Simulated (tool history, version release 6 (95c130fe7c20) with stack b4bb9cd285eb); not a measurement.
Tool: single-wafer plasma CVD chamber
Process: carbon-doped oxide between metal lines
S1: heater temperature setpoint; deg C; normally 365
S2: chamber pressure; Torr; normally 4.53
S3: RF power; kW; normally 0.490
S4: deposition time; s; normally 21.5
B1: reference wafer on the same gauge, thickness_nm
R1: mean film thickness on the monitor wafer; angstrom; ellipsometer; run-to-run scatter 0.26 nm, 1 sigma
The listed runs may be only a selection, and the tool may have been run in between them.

run	day	S1	S2	S3	S4	B1	R1
1	0.000	355	4.53	0.490	21.5	66.705	835.62
2	6.562	355	4.53	0.490	21.5	66.687	838.30
# day 7.350: gauge calibrated
3	9.000	355	4.53	0.490	21.5	66.730	836.59
4	10.362	365	4.53	0.490	21.5	66.738	811.77
5	11.858	365	4.53	0.490	21.5	66.724	816.52
# day 14.233: showerhead replaced
6	14.717	365	4.53	0.490	21.5	66.712	814.12
7	16.450	365	4.53	0.490	21.5	66.710	814.64
# day 16.796: capacitance manometer re-zeroed and calibrated
8	19.267	365	4.53	0.490	21.5	66.712	822.42
9	22.179	365	4.53	0.490	21.5	66.669	816.26
10	23.704	365	4.53	0.490	17.9	66.658	683.16
11	25.729	370	3.40	0.490	19.1	66.726	700.05
12	28.558	361	3.43	0.490	23.3	66.733	865.19
13	30.871	351	4.83	0.585	19.5	66.728	867.85
# day 33.346: RF generator calibrated
14	35.396	360	5.46	0.405	25.3	66.697	852.03
15	36.808	361	5.47	0.395	18.2	66.711	600.14
16	39.042	365	4.53	0.545	20.1	66.647	821.48
17	40.146	365	4.53	0.520	21.5	66.696	849.07
18	41.454	365	4.96	0.490	21.5	66.729	824.58
# day 42.508: thermocouple changed; heater temperature recalibrated
19	42.558	365	4.53	0.490	21.5	66.709	815.31
20	44.650	357	4.53	0.490	21.5	66.708	834.99
21	47.575	365	5.16	0.490	21.5	66.699	828.65
22	48.875	370	4.53	0.455	17.8	66.705	635.77
23	51.671	365	4.53	0.490	21.5	66.659	815.98
24	54.342	365	4.03	0.490	21.5	66.690	809.02
25	55.771	365	4.53	0.395	20.3	66.739	650.23
26	59.092	370	5.47	0.490	21.5	66.677	827.12
27	61.296	365	4.53	0.490	21.5	66.647	814.53
28	63.058	374	5.23	0.575	21.5	66.742	907.27

What if the next run were any one of these 5? Each begins from the tool's condition after run 28:
A	63.075	365	4.53	0.460	21.5	?	?
B	63.075	365	4.10	0.490	24.3	?	?
C	63.075	353	4.53	0.490	23.7	?	?
D	63.075	369	4.53	0.490	21.5	?	?
E	63.075	365	4.02	0.585	18.3	?	?

run	B1	R1
A	66.701	778.33
B	66.701	908.75
C	66.701	920.65
D	66.701	807.25
E	66.701	774.61
With no hidden state in the tool, these same runs would have given:
run	R1
A	778.33
B	908.75
C	920.65
D	807.25
E	774.61
